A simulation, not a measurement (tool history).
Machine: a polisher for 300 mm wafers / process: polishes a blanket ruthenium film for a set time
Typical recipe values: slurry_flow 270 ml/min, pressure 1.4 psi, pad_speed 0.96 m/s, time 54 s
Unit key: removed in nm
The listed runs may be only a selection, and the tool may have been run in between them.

run	hour	slurry_flow	pressure	pad_speed	time	incoming thickness of the incoming film, nm	removed
1	0	270	1.4	1.14	54	395.5	52.6
2	6.3	270	1.4	1.14	54	400.1	52.5
3	23	270	1.4	1.14	54	404.6	53
4	36.1	270	1.4	0.8	54	397.2	42.9
# hour 48.4: worn pad replaced by a new one
5	49.5	270	1.4	0.96	54	399.4	47.5
6	62.5	270	1.4	0.96	54	401.3	48.2
# hour 64.8: slurry nozzle cleaned
7	70.2	270	1.4	0.96	54	401.6	47.7
# hour 73.2: head pressure recalibrated
8	86.4	270	1.4	0.96	54	398.3	47.4
9	99.4	270	1.4	0.96	54	399.3	47.6
# hour 107.8: worn pad replaced by a new one
10	108.3	240	1.4	0.78	54	399.1	42.4
11	113.1	210	1.7	1.08	54	399.9	61.6
12	128.2	270	1.4	0.96	54	402.3	47.5
13	137.4	270	1.2	0.96	39	403.4	29.2
14	154.7	270	1.4	1.16	49	399.9	48.7
# hour 172: worn pad replaced by a new one
15	172.4	270	1.4	0.96	54	397.8	46.9
16	181.8	270	1.9	1.24	54	400.5	76.1
17	191.2	320	1.2	0.96	54	400.9	40.9
18	206.6	350	1.4	0.96	54	403.7	48.4

Below are 5 alternative next runs, each starting from the tool's condition after run 18. Predict each:
A	207	270	1.4	0.96	54	401.5	?
B	207	245	1.4	0.66	70	401.5	?
C	207	270	1.4	0.96	59	401.5	?
D	207	190	1.9	0.82	54	401.5	?
E	207	235	1.7	0.74	73	401.5	?

run	removed
A	47.4
B	49.6
C	51.8
D	57.5
E	66.6
With the hidden condition removed and each run's random variation left untouched, the same runs would have given:
run	removed
A	47.4
B	49.6
C	51.8
D	57.5
E	66.6
